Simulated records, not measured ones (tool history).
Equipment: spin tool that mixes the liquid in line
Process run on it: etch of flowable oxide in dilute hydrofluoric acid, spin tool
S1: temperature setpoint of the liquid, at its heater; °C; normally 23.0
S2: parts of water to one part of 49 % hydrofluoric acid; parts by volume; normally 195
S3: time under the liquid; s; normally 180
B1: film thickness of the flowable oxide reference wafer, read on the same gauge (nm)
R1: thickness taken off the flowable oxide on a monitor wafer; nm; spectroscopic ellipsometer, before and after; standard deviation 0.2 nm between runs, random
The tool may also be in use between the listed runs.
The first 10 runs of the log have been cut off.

Run 11, day 5.788: usual settings; B1 70.00. Result: R1 18.43 nm.
Run 12, day 6.412: usual settings; B1 70.01. Result: R1 18.10 nm.
At day 6.679: thermometer replaced.
Run 13, day 7.062: usual settings but S2 125 parts by volume; B1 70.04. Result: R1 30.87 nm.
Run 14, day 7.492: usual settings but S2 125 parts by volume; B1 70.04. Result: R1 30.91 nm.
Run 15, day 7.946: usual settings but S2 125 parts by volume; B1 70.00. Result: R1 30.33 nm.
Run 16, day 8.421: usual settings but S1 21.0 °C, S2 260 parts by volume, S3 85 s; B1 69.99. Result: R1 5.66 nm.
Run 17, day 9.079: usual settings but S1 26.0 °C; B1 69.99. Result: R1 20.32 nm.
Run 18, day 9.479: usual settings but S3 125 s; B1 70.00. Result: R1 12.48 nm.
Run 19, day 10.121: usual settings; B1 70.03. Result: R1 17.82 nm.
At day 10.183: hydrofluoric acid flow meter replaced.
Run 20, day 10.504: usual settings; B1 70.01. Result: R1 20.93 nm.
Run 21, day 11.004: usual settings but S1 27.5 °C, S2 235 parts by volume; B1 70.01. Result: R1 19.38 nm.
Run 22, day 11.367: usual settings but S1 21.0 °C, S2 265 parts by volume, S3 110 s; B1 70.00. Result: R1 8.13 nm.
Run 23, day 12.017: usual settings but S3 135 s; B1 69.97. Result: R1 15.73 nm.
Run 24, day 12.850: usual settings; B1 70.00. Result: R1 20.70 nm.
Run 25, day 13.179: usual settings but S1 21.0 °C, S2 270 parts by volume; B1 70.00. Result: R1 12.73 nm.
Run 26, day 13.733: usual settings but S1 27.0 °C, S2 265 parts by volume, S3 225 s; B1 70.01. Result: R1 20.67 nm.
At day 14.400: gauge calibrated.
Run 27, day 15.954: usual settings; B1 69.98. Result: R1 20.36 nm.
Run 28, day 16.612: usual settings but S1 19.5 °C, S2 105 parts by volume; B1 70.00. Result: R1 36.15 nm.
Run 29, day 17.188: usual settings; B1 70.02. Result: R1 20.55 nm.
Run 30, day 17.733: usual settings but S1 20.5 °C, S3 140 s; B1 70.00. Result: R1 14.52 nm.
Run 31, day 18.862: usual settings but S1 26.0 °C, S2 145 parts by volume, S3 90 s; B1 69.98. Result: R1 16.26 nm.
Run 32, day 19.296: usual settings but S1 26.5 °C, S2 160 parts by volume, S3 85 s; B1 70.00. Result: R1 13.78 nm.
Run 33, day 19.896: usual settings; B1 70.05. Result: R1 20.57 nm.
Run 34, day 20.321: usual settings but S1 27.0 °C, S2 245 parts by volume; B1 70.00. Result: R1 17.68 nm.
Run 35, day 20.933: usual settings but S1 26.5 °C, S2 225 parts by volume; B1 70.05. Result: R1 19.40 nm.

Forecast each of these 3 alternatives for the next run:
Run A, day 20.954: usual settings but S2 145 parts by volume; B1 ?. Result: R1 ?.
Run B, day 20.954: usual settings but S1 20.5 °C, S2 220 parts by volume; B1 ?. Result: R1 ?.
Run C, day 20.954: usual settings but S2 275 parts by volume; B1 ?. Result: R1 ?.

run     B1     R1
  A  70.00  28.74
  B  70.00  15.89
  C  70.00  13.19
Take away the tool's hidden state, keep each run's random variation, and the runs would have read:
run     R1
  A  29.67
  B  16.43
  C  13.66
